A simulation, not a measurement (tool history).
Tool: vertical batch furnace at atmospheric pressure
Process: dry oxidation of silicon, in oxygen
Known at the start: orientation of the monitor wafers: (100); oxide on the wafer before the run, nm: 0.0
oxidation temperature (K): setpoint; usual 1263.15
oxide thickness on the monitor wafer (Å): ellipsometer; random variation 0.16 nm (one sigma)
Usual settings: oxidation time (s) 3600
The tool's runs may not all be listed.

run,hour,oxidation temperature (K),oxidation time (s),wafers since the last listed run,hours since the last temperature calibration,hours since the boat lift was adjusted,hours since the gauge calibration,"read-back reference wafer on the same gauge, thickness",oxide thickness on the monitor wafer (Å)
1,0.0,1279.15,3600,0,3137.5,3569.3,407.7,39.52,518.7
2,54.7,1279.15,3600,576,3192.2,3624.0,462.4,39.52,519.2
3,124.7,1263.15,3600,738,3262.2,3694.0,532.4,39.52,442.1
4,157.1,1263.15,3600,341,3294.6,3726.4,564.8,39.49,442.8
5,215.2,1263.15,3600,612,3352.7,3784.5,622.9,39.45,441.7
6,397.0,1252.15,3600,1917,3534.5,3966.3,804.7,39.52,401.3
7,452.7,1263.15,3600,587,3590.2,4022.0,860.4,39.43,443.3
8,488.7,1263.15,2310,379,3626.2,4058.0,896.4,39.43,335.6
9,544.8,1263.15,2310,591,3682.3,4114.1,952.5,39.45,336.5
10,572.8,1263.15,3600,295,3710.3,4142.1,980.5,39.56,444.8
# hour 622.8: boat lift adjusted
11,623.3,1263.15,3600,279,3760.8,0.5,1031.0,39.50,459.1
12,640.2,1263.15,3600,178,3777.7,17.4,1047.9,39.56,459.2
13,710.6,1281.15,3240,742,3848.1,87.8,1118.3,39.44,511.7
14,761.0,1281.15,3240,531,3898.5,138.2,1168.7,39.45,514.6
15,812.1,1281.15,3240,538,3949.6,189.3,1219.8,39.49,516.7
# hour 851.4: gauge calibrated
16,1007.1,1263.15,3600,2056,4144.6,384.3,155.7,39.60,460.3
17,1039.5,1263.15,2790,341,4177.0,416.7,188.1,39.48,393.0
18,1096.1,1273.15,2250,596,4233.6,473.3,244.7,39.53,379.7
# hour 1146.6: thermocouples replaced and temperature profile calibrated
19,1153.7,1274.15,4170,354,7.1,530.9,302.3,39.55,538.1
20,1216.8,1281.15,3240,665,70.2,594.0,365.4,39.53,490.9
21,1254.9,1270.15,4530,401,108.3,632.1,403.5,39.53,545.7
22,1323.1,1263.15,2520,719,176.5,700.3,471.7,39.48,349.1
23,1359.5,1281.15,3240,383,212.9,736.7,508.1,39.47,491.5
24,1410.7,1283.15,2910,539,264.1,787.9,559.3,39.46,465.4
25,1452.5,1241.15,3600,440,305.9,829.7,601.1,39.51,366.4
26,1516.8,1271.15,4920,678,370.2,894.0,665.4,39.50,583.5
27,1559.2,1255.15,4620,447,412.6,936.4,707.8,39.50,484.1
28,1630.9,1263.15,3600,756,484.3,1008.1,779.5,39.51,439.0
29,1699.6,1245.15,2340,724,553.0,1076.8,848.2,39.47,288.5
30,1745.5,1263.15,2460,484,598.9,1122.7,894.1,39.46,346.5
31,1811.6,1247.15,2220,697,665.0,1188.8,960.2,39.48,283.4
32,1869.7,1272.15,4230,612,723.1,1246.9,1018.3,39.60,537.2
33,1910.4,1263.15,3600,429,763.8,1287.6,1059.0,39.49,437.7
34,1962.1,1263.15,5160,545,815.5,1339.3,1110.7,39.48,557.6
35,2014.1,1244.15,4500,548,867.5,1391.3,1162.7,39.50,435.1

Measured less the same run without the tool's hidden state. The same run-to-run variation is in both; the gauge's scatter may not be:
The hidden state here: true tube temperature minus thermocouple reading, K; monitor wafer colder than the profiled boat position, K; gauge reads high (%).
run,oxide thickness on the monitor wafer (Å)
1,+2.6
2,+2.7
3,+2.4
4,+2.4
5,+2.5
6,+2.0
7,+2.8
8,+2.2
9,+2.2
10,+2.9
11,+20.9
12,+21.0
13,+22.1
14,+22.3
15,+22.3
16,+21.4
17,+18.4
18,+17.3
19,-1.4
20,-1.2
21,-1.3
22,-0.8
23,-1.0
24,-0.8
25,-0.6
26,-1.1
27,-0.7
28,-0.6
29,-0.3
30,-0.4
31,-0.2
32,-0.6
33,-0.4
34,-0.4
35,-0.2

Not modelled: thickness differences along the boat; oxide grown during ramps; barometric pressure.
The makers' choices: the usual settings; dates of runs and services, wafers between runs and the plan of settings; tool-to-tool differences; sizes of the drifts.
